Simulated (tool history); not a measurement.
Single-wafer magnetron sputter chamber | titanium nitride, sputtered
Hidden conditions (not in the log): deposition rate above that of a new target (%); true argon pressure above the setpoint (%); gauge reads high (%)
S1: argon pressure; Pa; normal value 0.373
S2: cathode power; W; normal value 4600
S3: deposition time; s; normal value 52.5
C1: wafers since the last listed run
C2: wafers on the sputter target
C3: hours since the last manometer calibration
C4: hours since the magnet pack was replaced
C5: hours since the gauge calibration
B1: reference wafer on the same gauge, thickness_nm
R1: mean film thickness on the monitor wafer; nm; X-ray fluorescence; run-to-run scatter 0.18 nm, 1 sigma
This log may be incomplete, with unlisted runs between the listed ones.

Run 1, hour 0: usual settings; C1 0; C2 3470; C3 699.5; C4 3726.5; C5 1012.9; B1 38.506. Result: R1 46.941 nm.
Run 2, hour 84.8: usual settings; C1 1566; C2 5036; C3 784.3; C4 3811.3; C5 1097.7; B1 38.517. Result: R1 47.105 nm.
Run 3, hour 141.6: usual settings; C1 1049; C2 6085; C3 841.1; C4 3868.1; C5 1154.5; B1 38.517. Result: R1 46.929 nm.
Run 4, hour 187: usual settings; C1 838; C2 6924; C3 886.5; C4 3913.5; C5 1199.9; B1 38.52. Result: R1 46.448 nm.
Run 5, hour 248.5: usual settings; C1 1135; C2 8060; C3 948; C4 3975; C5 1261.4; B1 38.511. Result: R1 46.793 nm.
Run 6, hour 333.6: usual settings; C1 1571; C2 9631; C3 1033.1; C4 4060.1; C5 1346.5; B1 38.513. Result: R1 46.04 nm.
At hour 348.7: sputter target and shields replaced.
Run 7, hour 419: usual settings; C1 1429; C2 1298; C3 1118.5; C4 4145.5; C5 1431.9; B1 38.486. Result: R1 47.298 nm.
Run 8, hour 485.9: usual settings; C1 1235; C2 2533; C3 1185.4; C4 4212.4; C5 1498.8; B1 38.498. Result: R1 47.02 nm.
Run 9, hour 537.7: usual settings; C1 956; C2 3490; C3 1237.2; C4 4264.2; C5 1550.6; B1 38.5. Result: R1 47.064 nm.
Run 10, hour 587.9: usual settings; C1 927; C2 4417; C3 1287.4; C4 4314.4; C5 1600.8; B1 38.523. Result: R1 47.105 nm.
Run 11, hour 643.5: usual settings; C1 1026; C2 5444; C3 1343; C4 4370; C5 1656.4; B1 38.521. Result: R1 46.711 nm.
At hour 725.9: magnet pack replaced.
Run 12, hour 796.3: usual settings but S3 47.6 s; C1 2674; C2 8118; C3 1495.8; C4 70.4; C5 1809.2; B1 38.511. Result: R1 42.406 nm.
Run 13, hour 870.8: usual settings; C1 1375; C2 9494; C3 1570.3; C4 144.9; C5 1883.7; B1 38.495. Result: R1 45.987 nm.
Run 14, hour 933.3: usual settings but S3 46.5 s; C1 1154; C2 10648; C3 1632.8; C4 207.4; C5 1946.2; B1 38.488. Result: R1 40.454 nm.
At hour 965.4: sputter target and shields replaced.
Run 15, hour 1030.9: usual settings but S2 5450 W, S3 60.4 s; C1 1654; C2 1209; C3 1730.4; C4 305; C5 2043.8; B1 38.49. Result: R1 65.441 nm.
At hour 1118.9: capacitance manometer re-zeroed and calibrated.
Run 16, hour 1130.4: usual settings but S1 0.42 Pa, S3 44.8 s; C1 1689; C2 2899; C3 11.5; C4 404.5; C5 2143.3; B1 38.489. Result: R1 39.115 nm.
Run 17, hour 1229.8: usual settings; C1 1835; C2 4735; C3 110.9; C4 503.9; C5 2242.7; B1 38.491. Result: R1 46.788 nm.
Run 18, hour 1277.8: usual settings but S1 0.456 Pa, S2 4300 W, S3 60.5 s; C1 886; C2 5621; C3 158.9; C4 551.9; C5 2290.7; B1 38.492. Result: R1 48.665 nm.
Run 19, hour 1359.6: usual settings but S1 0.26 Pa, S2 4100 W, S3 55.3 s; C1 1510; C2 7132; C3 240.7; C4 633.7; C5 2372.5; B1 38.501. Result: R1 45.107 nm.
At hour 1402.1: gauge calibrated.
Run 20, hour 1453.9: usual settings but S2 5650 W; C1 1741; C2 8874; C3 335; C4 728; C5 51.8; B1 38.516. Result: R1 56.556 nm.
Run 21, hour 1539.1: usual settings but S1 0.256 Pa; C1 1573; C2 10447; C3 420.2; C4 813.2; C5 137; B1 38.468. Result: R1 47.192 nm.
At hour 1587.5: sputter target and shields replaced.
Run 22, hour 1836: usual settings but S3 59.3 s; C1 5335; C2 4590; C3 717.1; C4 1110.1; C5 433.9; B1 38.489. Result: R1 52.89 nm.
Run 23, hour 1923.9: usual settings; C1 1623; C2 6213; C3 805; C4 1198; C5 521.8; B1 38.522. Result: R1 46.245 nm.
Run 24, hour 1984.4: usual settings but S1 0.299 Pa, S2 3500 W, S3 61.2 s; C1 1117; C2 7330; C3 865.5; C4 1258.5; C5 582.3; B1 38.507. Result: R1 42.099 nm.
Run 25, hour 2072.1: usual settings; C1 1619; C2 8950; C3 953.2; C4 1346.2; C5 670; B1 38.477. Result: R1 45.9 nm.
At hour 2163.8: sputter target and shields replaced.
Run 26, hour 2167.1: usual settings but S1 0.285 Pa; C1 1606; C2 61; C3 1048.2; C4 1441.2; C5 765; B1 38.523. Result: R1 48.337 nm.
Run 27, hour 2292.6: usual settings; C1 2317; C2 2379; C3 1173.7; C4 1566.7; C5 890.5; B1 38.486. Result: R1 47.095 nm.
Run 28, hour 2367.4: usual settings but S2 4250 W; C1 1381; C2 3760; C3 1248.5; C4 1641.5; C5 965.3; B1 38.512. Result: R1 43.602 nm.
Run 29, hour 2405.8: usual settings but S1 0.507 Pa, S2 4200 W, S3 43.7 s; C1 709; C2 4470; C3 1286.9; C4 1679.9; C5 1003.7; B1 38.498. Result: R1 34.033 nm.
Run 30, hour 2454.3: usual settings but S2 4900 W; C1 895; C2 5365; C3 1335.4; C4 1728.4; C5 1052.2; B1 38.522. Result: R1 50.048 nm.
At hour 2510.6: capacitance manometer re-zeroed and calibrated.
Run 31, hour 2528.2: usual settings; C1 1217; C2 6582; C3 17.6; C4 1802.3; C5 1126.1; B1 38.52. Result: R1 45.648 nm.
Run 32, hour 2591.9: usual settings; C1 1176; C2 7759; C3 81.3; C4 1866; C5 1189.8; B1 38.504. Result: R1 45.422 nm.
Run 33, hour 2664.1: usual settings; C1 1333; C2 9092; C3 153.5; C4 1938.2; C5 1262; B1 38.499. Result: R1 44.817 nm.
At hour 2689: sputter target and shields replaced.
Run 34, hour 2729: usual settings but S2 3450 W, S3 44.7 s; C1 1050; C2 739; C3 218.4; C4 2003.1; C5 1326.9; B1 38.51. Result: R1 29.918 nm.

Here are 4 independent what-if runs from the current tool condition. What would each one return?
Run A, hour 2729.4: usual settings; C1 7; C2 746; C3 218.8; C4 2003.5; C5 1327.3; B1 ?. Result: R1 ?.
Run B, hour 2729.4: usual settings but S2 4900 W, S3 57.9 s; C1 7; C2 746; C3 218.8; C4 2003.5; C5 1327.3; B1 ?. Result: R1 ?.
Run C, hour 2729.4: usual settings but S1 0.296 Pa, S2 5200 W, S3 60 s; C1 7; C2 746; C3 218.8; C4 2003.5; C5 1327.3; B1 ?. Result: R1 ?.
Run D, hour 2729.4: usual settings but S1 0.479 Pa, S2 5000 W, S3 47.7 s; C1 7; C2 746; C3 218.8; C4 2003.5; C5 1327.3; B1 ?. Result: R1 ?.

run      B1      R1
  A  38.475   46.64
  B  38.475  54.792
  C  38.475  61.904
  D  38.475    44.4
Without the tool's hidden state the same runs would have given:
run      R1
  A  47.101
  B  55.333
  C  62.502
  D  44.852

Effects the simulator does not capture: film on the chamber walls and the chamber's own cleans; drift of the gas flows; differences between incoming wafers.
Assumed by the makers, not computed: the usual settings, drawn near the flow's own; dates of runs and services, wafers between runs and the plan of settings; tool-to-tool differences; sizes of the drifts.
